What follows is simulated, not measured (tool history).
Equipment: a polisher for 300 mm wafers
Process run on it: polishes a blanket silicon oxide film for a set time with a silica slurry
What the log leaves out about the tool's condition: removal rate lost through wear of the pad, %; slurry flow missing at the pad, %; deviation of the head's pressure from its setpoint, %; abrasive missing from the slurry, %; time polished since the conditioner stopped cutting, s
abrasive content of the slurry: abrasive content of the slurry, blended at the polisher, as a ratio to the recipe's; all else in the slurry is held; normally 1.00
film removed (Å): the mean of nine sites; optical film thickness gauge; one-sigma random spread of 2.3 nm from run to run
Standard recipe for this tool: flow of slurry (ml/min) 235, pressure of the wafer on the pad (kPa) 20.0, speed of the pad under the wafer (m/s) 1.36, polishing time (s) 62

run	hour	flow of slurry (ml/min)	pressure of the wafer on the pad (kPa)	speed of the pad under the wafer (m/s)	abrasive content of the slurry	polishing time (s)	wafers since the last listed run	wafers polished on this pad	hours since the slurry nozzle was cleaned	hours since the head pressure was calibrated	hours since the slurry blender was calibrated	hours since the conditioning disc was replaced	incoming thickness of the incoming film, nm	film removed (Å)
1	0.0	260	20.0	1.36	1.00	62	0	251	519.8	1035.3	139.0	62.6	1765.1	1776
2	15.5	260	20.0	1.36	1.00	62	143	394	535.3	1050.8	154.5	78.1	1779.6	1784
3	24.9	260	20.0	1.36	1.00	62	87	481	544.7	1060.2	163.9	87.5	1780.9	1789
4	32.8	235	20.0	1.36	1.00	62	73	554	552.6	1068.1	171.8	95.4	1779.0	1774
5	45.3	235	20.0	1.36	1.00	62	115	670	565.1	1080.6	184.3	107.9	1776.5	1731
6	55.5	235	20.0	1.36	1.00	62	94	764	575.3	1090.8	194.5	118.1	1787.6	1757
7	62.9	235	20.0	1.36	1.00	62	68	833	582.7	1098.2	201.9	125.5	1777.6	1777
# hour 65.7: head pressure recalibrated
# hour 69.7: slurry blender recalibrated
8	70.2	235	20.0	1.36	1.00	62	30	863	590.0	4.5	0.5	132.8	1736.5	1737
# hour 76.0: conditioning disc replaced and pad reconditioned
9	78.0	195	13.8	1.36	1.00	62	53	917	597.8	12.3	8.3	2.0	1744.8	1238
10	88.7	235	20.0	0.92	1.00	46	99	1016	608.5	23.0	19.0	12.7	1769.8	961
# hour 91.1: slurry nozzle cleaned
# hour 105.5: worn pad replaced by a new one
11	106.0	235	24.1	1.84	1.00	62	113	4	14.9	40.3	36.3	30.0	1749.5	2258
# hour 109.3: conditioning disc replaced and pad reconditioned, repeated, since the last time left the tool worse
12	133.1	235	20.0	0.92	1.00	62	232	236	42.0	67.4	63.4	23.8	1752.7	1361
13	139.9	300	20.0	1.36	1.00	62	62	299	48.8	74.2	70.2	30.6	1734.3	1806
14	156.2	235	20.0	1.36	1.00	62	150	450	65.1	90.5	86.5	46.9	1775.5	1801
15	162.2	235	20.0	1.70	1.00	62	55	506	71.1	96.5	92.5	52.9	1762.4	2078
16	169.5	235	20.0	1.36	1.00	62	67	573	78.4	103.8	99.8	60.2	1756.1	1768

Below, each run's measurement less what the same run would have read without the hidden state. Both values contain the same run-to-run variation, but the gauge's scatter may not be the same in both:
run	film removed (Å)
1	-100
2	-109
3	-114
4	-117
5	-118
6	-121
7	-124
8	-124
9	-113
10	-91
11	-473
12	-39
13	-81
14	-100
15	-147
16	-109
